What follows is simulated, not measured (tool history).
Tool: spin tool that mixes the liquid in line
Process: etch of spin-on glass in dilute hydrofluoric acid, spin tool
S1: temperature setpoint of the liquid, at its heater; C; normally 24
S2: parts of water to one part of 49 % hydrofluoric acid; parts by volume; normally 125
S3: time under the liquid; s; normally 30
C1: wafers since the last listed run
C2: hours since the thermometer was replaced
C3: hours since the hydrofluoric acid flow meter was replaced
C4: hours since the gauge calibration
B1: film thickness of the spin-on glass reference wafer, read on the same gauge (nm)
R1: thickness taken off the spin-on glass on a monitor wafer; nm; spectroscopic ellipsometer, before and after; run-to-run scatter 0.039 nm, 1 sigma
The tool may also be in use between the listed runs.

Run 1, hour 0: usual settings; C1 0; C2 1330.2; C3 397.4; C4 3600.7; B1 140.05. Result: R1 8.45 nm.
Run 2, hour 80: usual settings; C1 1636; C2 1410.2; C3 477.4; C4 3680.7; B1 139.97. Result: R1 8.4 nm.
Run 3, hour 164.3: usual settings; C1 1724; C2 1494.5; C3 561.7; C4 3765; B1 139.98. Result: R1 8.41 nm.
Run 4, hour 227.8: usual settings; C1 1299; C2 1558; C3 625.2; C4 3828.5; B1 140.02. Result: R1 8.53 nm.
Run 5, hour 333.4: usual settings but S1 20.5 C; C1 2160; C2 1663.6; C3 730.8; C4 3934.1; B1 140. Result: R1 7.41 nm.
Run 6, hour 394.5: usual settings but S2 145 parts by volume; C1 1250; C2 1724.7; C3 791.9; C4 3995.2; B1 140.01. Result: R1 7.18 nm.
At hour 425.9: hydrofluoric acid flow meter replaced.
Run 7, hour 459.6: usual settings but S2 145 parts by volume; C1 1311; C2 1789.8; C3 33.7; C4 4060.3; B1 140.02. Result: R1 7.2 nm.
Run 8, hour 507.8: usual settings but S2 145 parts by volume; C1 986; C2 1838; C3 81.9; C4 4108.5; B1 140.03. Result: R1 7.19 nm.
At hour 563.3: thermometer replaced.
Run 9, hour 613.8: usual settings; C1 2148; C2 50.5; C3 187.9; C4 4214.5; B1 140.05. Result: R1 8.16 nm.
At hour 661.2: gauge calibrated.
Run 10, hour 661.3: usual settings; C1 971; C2 98; C3 235.4; C4 0.1; B1 140.01. Result: R1 8.11 nm.
Run 11, hour 753.1: usual settings but S2 75 parts by volume, S3 20 s; C1 1878; C2 189.8; C3 327.2; C4 91.9; B1 139.98. Result: R1 9.73 nm.
Run 12, hour 790.5: usual settings but S3 40 s; C1 765; C2 227.2; C3 364.6; C4 129.3; B1 140.01. Result: R1 10.99 nm.
Run 13, hour 851.9: usual settings but S2 180 parts by volume, S3 20 s; C1 1256; C2 288.6; C3 426; C4 190.7; B1 140.01. Result: R1 3.57 nm.
Run 14, hour 901.8: usual settings but S2 155 parts by volume; C1 1020; C2 338.5; C3 475.9; C4 240.6; B1 139.99. Result: R1 6.37 nm.
Run 15, hour 985.6: usual settings but S1 29 C, S2 165 parts by volume, S3 15 s; C1 1714; C2 422.3; C3 559.7; C4 324.4; B1 139.96. Result: R1 3.56 nm.
Run 16, hour 1035.9: usual settings; C1 1029; C2 472.6; C3 610; C4 374.7; B1 140.01. Result: R1 8.26 nm.
At hour 1079.3: hydrofluoric acid flow meter replaced.
Run 17, hour 1100.5: usual settings but S1 21.5 C, S2 95 parts by volume, S3 20 s; C1 1301; C2 537.2; C3 21.2; C4 439.3; B1 140.04. Result: R1 6.8 nm.
Run 18, hour 1284: usual settings but S1 21 C, S2 100 parts by volume, S3 50 s; C1 3754; C2 720.7; C3 204.7; C4 622.8; B1 139.99. Result: R1 15.88 nm.
Run 19, hour 1348.1: usual settings but S2 95 parts by volume, S3 20 s; C1 1311; C2 784.8; C3 268.8; C4 686.9; B1 140.01. Result: R1 7.58 nm.
Run 20, hour 1439.6: usual settings; C1 1872; C2 876.3; C3 360.3; C4 778.4; B1 140.06. Result: R1 8.26 nm.
Run 21, hour 1496.8: usual settings; C1 1170; C2 933.5; C3 417.5; C4 835.6; B1 140.01. Result: R1 8.38 nm.
Run 22, hour 1585.3: usual settings but S1 20 C, S2 90 parts by volume, S3 15 s; C1 1810; C2 1022; C3 506; C4 924.1; B1 140.03. Result: R1 5.17 nm.
Run 23, hour 1648: usual settings but S1 28.5 C; C1 1282; C2 1084.7; C3 568.7; C4 986.8; B1 140.01. Result: R1 9.97 nm.
Run 24, hour 1732.4: usual settings but S1 21 C, S2 165 parts by volume, S3 20 s; C1 1726; C2 1169.1; C3 653.1; C4 1071.2; B1 140.01. Result: R1 3.62 nm.
At hour 1760.8: hydrofluoric acid flow meter replaced.
Run 25, hour 1822.2: usual settings but S1 19.5 C, S2 80 parts by volume, S3 40 s; C1 1816; C2 1258.9; C3 61.4; C4 1161; B1 140. Result: R1 15.64 nm.
Run 26, hour 1883.2: usual settings but S1 22.5 C, S2 155 parts by volume, S3 25 s; C1 1248; C2 1319.9; C3 122.4; C4 1222; B1 140. Result: R1 5.16 nm.
Run 27, hour 1947.8: usual settings but S2 110 parts by volume; C1 1321; C2 1384.5; C3 187; C4 1286.6; B1 140.02. Result: R1 9.78 nm.
Run 28, hour 1985.2: usual settings but S1 26.5 C; C1 765; C2 1421.9; C3 224.4; C4 1324; B1 140.01. Result: R1 9.29 nm.
Run 29, hour 2075: usual settings but S3 15 s; C1 1837; C2 1511.7; C3 314.2; C4 1413.8; B1 140.02. Result: R1 4.24 nm.
Run 30, hour 2158.8: usual settings but S1 28.5 C, S2 75 parts by volume, S3 15 s; C1 1714; C2 1595.5; C3 398; C4 1497.6; B1 139.99. Result: R1 9.05 nm.
At hour 2269.2: thermometer replaced.
Run 31, hour 2429.5: usual settings; C1 5518; C2 160.3; C3 668.7; C4 1768.3; B1 140. Result: R1 8.14 nm.
Run 32, hour 2518.7: usual settings but S3 20 s; C1 1825; C2 249.5; C3 757.9; C4 1857.5; B1 139.98. Result: R1 5.46 nm.
At hour 2632.1: hydrofluoric acid flow meter replaced.
Run 33, hour 2817: usual settings; C1 6082; C2 547.8; C3 184.9; C4 2155.8; B1 139.95. Result: R1 8.27 nm.

Here are 4 independent what-if runs from the current tool condition. What would each one return?
Run A, hour 2817.4: usual settings but S1 22.5 C; C1 8; C2 548.2; C3 185.3; C4 2156.2; B1 ?. Result: R1 ?.
Run B, hour 2817.4: usual settings but S1 20.5 C, S2 95 parts by volume, S3 20 s; C1 8; C2 548.2; C3 185.3; C4 2156.2; B1 ?. Result: R1 ?.
Run C, hour 2817.4: usual settings but S1 21.5 C, S3 15 s; C1 8; C2 548.2; C3 185.3; C4 2156.2; B1 ?. Result: R1 ?.
Run D, hour 2817.4: usual settings but S2 100 parts by volume; C1 8; C2 548.2; C3 185.3; C4 2156.2; B1 ?. Result: R1 ?.

run   B1     R1
  A  140   7.77
  B  140   6.51
  C  140   3.73
  D  140  10.62
Had the tool no hidden state, the same runs would have come out as:
run     R1
  A   7.64
  B    6.4
  C   3.67
  D  10.43
